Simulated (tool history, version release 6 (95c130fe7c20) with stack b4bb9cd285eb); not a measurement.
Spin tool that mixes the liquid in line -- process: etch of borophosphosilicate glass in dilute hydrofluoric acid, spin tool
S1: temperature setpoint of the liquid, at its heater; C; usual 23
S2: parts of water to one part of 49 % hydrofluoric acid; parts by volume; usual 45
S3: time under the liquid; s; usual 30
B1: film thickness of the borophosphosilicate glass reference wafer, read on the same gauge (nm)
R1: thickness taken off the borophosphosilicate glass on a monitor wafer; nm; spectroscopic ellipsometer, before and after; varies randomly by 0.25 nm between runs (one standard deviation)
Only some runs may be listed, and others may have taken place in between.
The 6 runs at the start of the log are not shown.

| run | hour | S1 | S2 | S3 | B1 | R1 |
|---|---|---|---|---|---|---|
| 7 | 138.9 | 23 | 45 | 30 | 110.03 | 61.42 |
| 8 | 151.1 | 23 | 45 | 30 | 109.97 | 61.77 |
| 9 | 181.3 | 23 | 45 | 30 | 110 | 61.84 |
| 10 | 206.6 | 23 | 45 | 30 | 109.98 | 61.89 |
| 11 | 257.7 | 23 | 45 | 30 | 110.01 | 62.08 |
| 12 | 278.4 | 23 | 45 | 30 | 109.99 | 62.2 |
| 13 | 306 | 26.5 | 35 | 40 | 110.01 | 124.29 |
| 14 | 327 | 23 | 45 | 30 | 110 | 61.91 |
| 15 | 348.6 | 27 | 55 | 35 | 110.03 | 69.24 |
|  | 378.3 | gauge calibrated |
| 16 | 379.4 | 21.5 | 45 | 45 | 109.95 | 88.03 |
|  | 389.1 | thermometer replaced |
| 17 | 398.4 | 23 | 35 | 15 | 110.02 | 42.95 |
| 18 | 433.4 | 26.5 | 45 | 15 | 110.02 | 38.05 |
| 19 | 451.7 | 23 | 60 | 15 | 110 | 24.03 |
| 20 | 464 | 23 | 45 | 30 | 110 | 66.39 |
| 21 | 488.3 | 26 | 45 | 30 | 110.02 | 74.7 |
|  | 494.4 | hydrofluoric acid flow meter replaced |
| 22 | 509.3 | 21 | 45 | 30 | 110.03 | 61.29 |
| 23 | 545 | 27.5 | 45 | 15 | 110.02 | 39.96 |
| 24 | 561.6 | 23 | 55 | 20 | 110 | 35.81 |
|  | 568.9 | thermometer replaced, repeated, since the last time left the tool worse |
| 25 | 591.5 | 27 | 45 | 15 | 110.01 | 34.4 |
| 26 | 605.8 | 23 | 45 | 30 | 109.97 | 58.93 |
| 27 | 625.4 | 26 | 45 | 20 | 110.02 | 44.12 |
| 28 | 639.1 | 23 | 45 | 30 | 109.98 | 58.35 |
| 29 | 673.6 | 20 | 60 | 15 | 109.98 | 19.11 |
| 30 | 700.6 | 23 | 60 | 30 | 109.98 | 43.39 |
| 31 | 721.2 | 25.5 | 45 | 45 | 109.98 | 97.17 |

What if the next run were any one of these 5? Each begins from the tool's condition after run 31:
| A | 721.6 | 23 | 65 | 30 | ? | ? |
| B | 721.6 | 21.5 | 35 | 25 | ? | ? |
| C | 721.6 | 19.5 | 40 | 40 | ? | ? |
| D | 721.6 | 18.5 | 35 | 45 | ? | ? |
| E | 721.6 | 23 | 45 | 40 | ? | ? |

| run | B1 | R1 |
|---|---|---|
| A | 109.99 | 39.73 |
| B | 109.99 | 60.03 |
| C | 109.99 | 76.7 |
| D | 109.99 | 95.02 |
| E | 109.99 | 78.53 |
What these runs would have given with no unlogged condition in the tool:
| run | R1 |
|---|---|
| A | 39.23 |
| B | 59.24 |
| C | 75.69 |
| D | 93.75 |
| E | 77.53 |
